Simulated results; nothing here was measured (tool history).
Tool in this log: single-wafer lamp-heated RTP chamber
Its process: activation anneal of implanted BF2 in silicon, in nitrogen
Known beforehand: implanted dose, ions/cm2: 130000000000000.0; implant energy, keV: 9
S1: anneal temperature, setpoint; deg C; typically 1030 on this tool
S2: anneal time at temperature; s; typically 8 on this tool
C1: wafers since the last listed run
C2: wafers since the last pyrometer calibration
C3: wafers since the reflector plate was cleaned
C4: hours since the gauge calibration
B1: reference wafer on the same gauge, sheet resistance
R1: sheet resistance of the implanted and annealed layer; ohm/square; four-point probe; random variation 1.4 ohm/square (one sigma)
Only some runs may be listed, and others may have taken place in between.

{"run": 1, "hour": 0.0, "S1": 1030, "S2": 8, "C1": 0, "C2": 825, "C3": 1474, "C4": 1471.9, "B1": 836.68, "R1": 939.96}
{"run": 2, "hour": 55.8, "S1": 1030, "S2": 8, "C1": 841, "C2": 1666, "C3": 2315, "C4": 1527.7, "B1": 837.17, "R1": 940.4}
{"run": 3, "hour": 98.3, "S1": 1053, "S2": 8, "C1": 640, "C2": 2307, "C3": 2956, "C4": 1570.2, "B1": 837.27, "R1": 934.26}
{"run": 4, "hour": 157.8, "S1": 1053, "S2": 8, "C1": 897, "C2": 3204, "C3": 3853, "C4": 1629.7, "B1": 837.37, "R1": 933.1}
{"hour": 302.2, "done": "pyrometer window cleaned and pyrometer calibrated"}
{"run": 5, "hour": 302.7, "S1": 1053, "S2": 8, "C1": 2064, "C2": 8, "C3": 5917, "C4": 1774.6, "B1": 837.86, "R1": 935.92}
{"hour": 379.6, "done": "reflector plate cleaned"}
{"run": 6, "hour": 404.8, "S1": 1030, "S2": 8, "C1": 1418, "C2": 1427, "C3": 379, "C4": 1876.7, "B1": 838.14, "R1": 940.42}
{"run": 7, "hour": 441.9, "S1": 1030, "S2": 8, "C1": 559, "C2": 1986, "C3": 938, "C4": 1913.8, "B1": 838.15, "R1": 939.96}
{"run": 8, "hour": 643.4, "S1": 1030, "S2": 8, "C1": 3037, "C2": 5024, "C3": 3976, "C4": 2115.3, "B1": 838.79, "R1": 944.15}
{"hour": 668.6, "done": "pyrometer window cleaned and pyrometer calibrated"}
{"run": 9, "hour": 696.0, "S1": 1030, "S2": 8, "C1": 672, "C2": 413, "C3": 4649, "C4": 2167.9, "B1": 838.93, "R1": 943.07}
{"run": 10, "hour": 728.6, "S1": 1030, "S2": 8, "C1": 491, "C2": 905, "C3": 5140, "C4": 2200.5, "B1": 839.14, "R1": 942.32}
{"run": 11, "hour": 789.4, "S1": 1030, "S2": 8, "C1": 916, "C2": 1821, "C3": 6057, "C4": 2261.3, "B1": 839.73, "R1": 942.99}
{"run": 12, "hour": 821.9, "S1": 1030, "S2": 8, "C1": 489, "C2": 2311, "C3": 6547, "C4": 2293.8, "B1": 839.08, "R1": 943.34}
{"hour": 851.6, "done": "reflector plate cleaned"}
{"run": 13, "hour": 855.4, "S1": 1030, "S2": 7, "C1": 384, "C2": 2696, "C3": 57, "C4": 2327.3, "B1": 839.25, "R1": 947.68}
{"hour": 858.1, "done": "gauge calibrated"}
{"run": 14, "hour": 918.1, "S1": 1041, "S2": 11, "C1": 945, "C2": 3641, "C3": 1002, "C4": 60, "B1": 832.84, "R1": 927.11}
{"hour": 1011.5, "done": "pyrometer window cleaned and pyrometer calibrated"}
{"run": 15, "hour": 1047.1, "S1": 1030, "S2": 8, "C1": 1824, "C2": 536, "C3": 2827, "C4": 189, "B1": 833.28, "R1": 936.9}
{"run": 16, "hour": 1083.7, "S1": 1030, "S2": 8, "C1": 551, "C2": 1087, "C3": 3378, "C4": 225.6, "B1": 833.18, "R1": 933.82}
{"run": 17, "hour": 1140.4, "S1": 1058, "S2": 4, "C1": 854, "C2": 1942, "C3": 4233, "C4": 282.3, "B1": 833.47, "R1": 945.31}
{"run": 18, "hour": 1193.3, "S1": 1002, "S2": 10, "C1": 797, "C2": 2740, "C3": 5031, "C4": 335.2, "B1": 833.46, "R1": 931.35}
{"run": 19, "hour": 1256.3, "S1": 1019, "S2": 6, "C1": 949, "C2": 3690, "C3": 5981, "C4": 398.2, "B1": 833.9, "R1": 939.95}
{"run": 20, "hour": 1319.0, "S1": 1020, "S2": 3, "C1": 945, "C2": 4635, "C3": 6926, "C4": 460.9, "B1": 834.16, "R1": 949.35}
{"run": 21, "hour": 1344.2, "S1": 1018, "S2": 4, "C1": 379, "C2": 5015, "C3": 7306, "C4": 486.1, "B1": 834.59, "R1": 948.17}
{"hour": 1364.6, "done": "pyrometer window cleaned and pyrometer calibrated"}
{"hour": 1398.2, "done": "reflector plate cleaned"}
{"run": 22, "hour": 1398.7, "S1": 1030, "S2": 8, "C1": 580, "C2": 393, "C3": 7, "C4": 540.6, "B1": 834.11, "R1": 935.55}
{"run": 23, "hour": 1452.1, "S1": 1030, "S2": 8, "C1": 805, "C2": 1198, "C3": 812, "C4": 594, "B1": 834.02, "R1": 935.47}

What does the tool deliver on the next run?
{"run": 24, "hour": 1493.3, "S1": 1030, "S2": 8, "C1": 621, "C2": 1819, "C3": 1433, "C4": 635.2, "B1": "?", "R1": "?"}

Run 24 came out at B1 834.86, R1 937.44 ohm/square.
Minus the tool's unlogged condition, the same run would have read R1 935.54 ohm/square.

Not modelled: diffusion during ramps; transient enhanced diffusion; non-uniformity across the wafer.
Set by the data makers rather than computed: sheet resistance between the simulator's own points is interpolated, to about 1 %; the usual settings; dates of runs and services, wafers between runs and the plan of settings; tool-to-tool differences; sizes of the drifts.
